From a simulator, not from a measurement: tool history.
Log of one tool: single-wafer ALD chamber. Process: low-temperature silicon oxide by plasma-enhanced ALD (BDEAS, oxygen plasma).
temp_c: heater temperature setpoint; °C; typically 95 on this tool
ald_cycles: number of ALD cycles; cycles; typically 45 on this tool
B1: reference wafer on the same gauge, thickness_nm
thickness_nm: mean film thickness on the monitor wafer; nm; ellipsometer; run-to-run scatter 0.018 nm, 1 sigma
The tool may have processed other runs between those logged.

run 1 hour=0 | temp_c=95 ald_cycles=45 | B1=6.244 | thickness_nm=6.992
run 2 hour=14.3 | temp_c=95 ald_cycles=45 | B1=6.244 | thickness_nm=7.012
run 3 hour=21.4 | temp_c=105 ald_cycles=43 | B1=6.233 | thickness_nm=6.494
-- hour=24 gauge calibrated
run 4 hour=30.1 | temp_c=95 ald_cycles=45 | B1=6.295 | thickness_nm=7.063
run 5 hour=46.4 | temp_c=95 ald_cycles=45 | B1=6.29 | thickness_nm=7.056
run 6 hour=61.4 | temp_c=95 ald_cycles=45 | B1=6.289 | thickness_nm=7.026
run 7 hour=70.1 | temp_c=95 ald_cycles=45 | B1=6.287 | thickness_nm=7.037
run 8 hour=84.2 | temp_c=95 ald_cycles=45 | B1=6.283 | thickness_nm=7.072
run 9 hour=92 | temp_c=95 ald_cycles=45 | B1=6.277 | thickness_nm=7.024
run 10 hour=105.4 | temp_c=95 ald_cycles=45 | B1=6.272 | thickness_nm=7.049
run 11 hour=112.9 | temp_c=95 ald_cycles=45 | B1=6.277 | thickness_nm=7.036
run 12 hour=122.6 | temp_c=95 ald_cycles=45 | B1=6.268 | thickness_nm=7.016
run 13 hour=137.3 | temp_c=95 ald_cycles=45 | B1=6.266 | thickness_nm=7.026
run 14 hour=151.3 | temp_c=90 ald_cycles=45 | B1=6.266 | thickness_nm=7.161
run 15 hour=158.9 | temp_c=101 ald_cycles=49 | B1=6.266 | thickness_nm=7.491
run 16 hour=171.5 | temp_c=95 ald_cycles=45 | B1=6.263 | thickness_nm=7.047
run 17 hour=188 | temp_c=86 ald_cycles=45 | B1=6.254 | thickness_nm=7.265
run 18 hour=194.9 | temp_c=85 ald_cycles=52 | B1=6.259 | thickness_nm=8.493
-- hour=207.9 thermocouple changed; heater temperature recalibrated
run 19 hour=208.4 | temp_c=85 ald_cycles=45 | B1=6.25 | thickness_nm=7.285
run 20 hour=214.4 | temp_c=102 ald_cycles=54 | B1=6.249 | thickness_nm=8.198
run 21 hour=251.6 | temp_c=109 ald_cycles=50 | B1=6.242 | thickness_nm=7.5
run 22 hour=268.7 | temp_c=88 ald_cycles=37 | B1=6.238 | thickness_nm=5.923
-- hour=274.9 gauge calibrated
run 23 hour=281.5 | temp_c=81 ald_cycles=37 | B1=6.307 | thickness_nm=6.169
run 24 hour=295.1 | temp_c=88 ald_cycles=37 | B1=6.298 | thickness_nm=5.98
run 25 hour=309.5 | temp_c=101 ald_cycles=45 | B1=6.292 | thickness_nm=6.895
run 26 hour=319.8 | temp_c=104 ald_cycles=37 | B1=6.294 | thickness_nm=5.686
run 27 hour=332 | temp_c=82 ald_cycles=42 | B1=6.289 | thickness_nm=6.955
run 28 hour=346.3 | temp_c=95 ald_cycles=45 | B1=6.286 | thickness_nm=7.041
run 29 hour=360.2 | temp_c=95 ald_cycles=45 | B1=6.281 | thickness_nm=7.071

Alternative continuations, all from the tool just after run 29; predict every row:
run A hour=360.7 | temp_c=89 ald_cycles=45 | B1=? | thickness_nm=?
run B hour=360.7 | temp_c=109 ald_cycles=52 | B1=? | thickness_nm=?
run C hour=360.7 | temp_c=108 ald_cycles=38 | B1=? | thickness_nm=?
run D hour=360.7 | temp_c=105 ald_cycles=51 | B1=? | thickness_nm=?

run=A B1=6.286 thickness_nm=7.224
run=B B1=6.286 thickness_nm=7.847
run=C B1=6.286 thickness_nm=5.747
run=D B1=6.286 thickness_nm=7.761
With the hidden condition removed and each run's random variation left untouched, the same runs would have given:
run=A thickness_nm=7.244
run=B thickness_nm=7.869
run=C thickness_nm=5.762
run=D thickness_nm=7.782
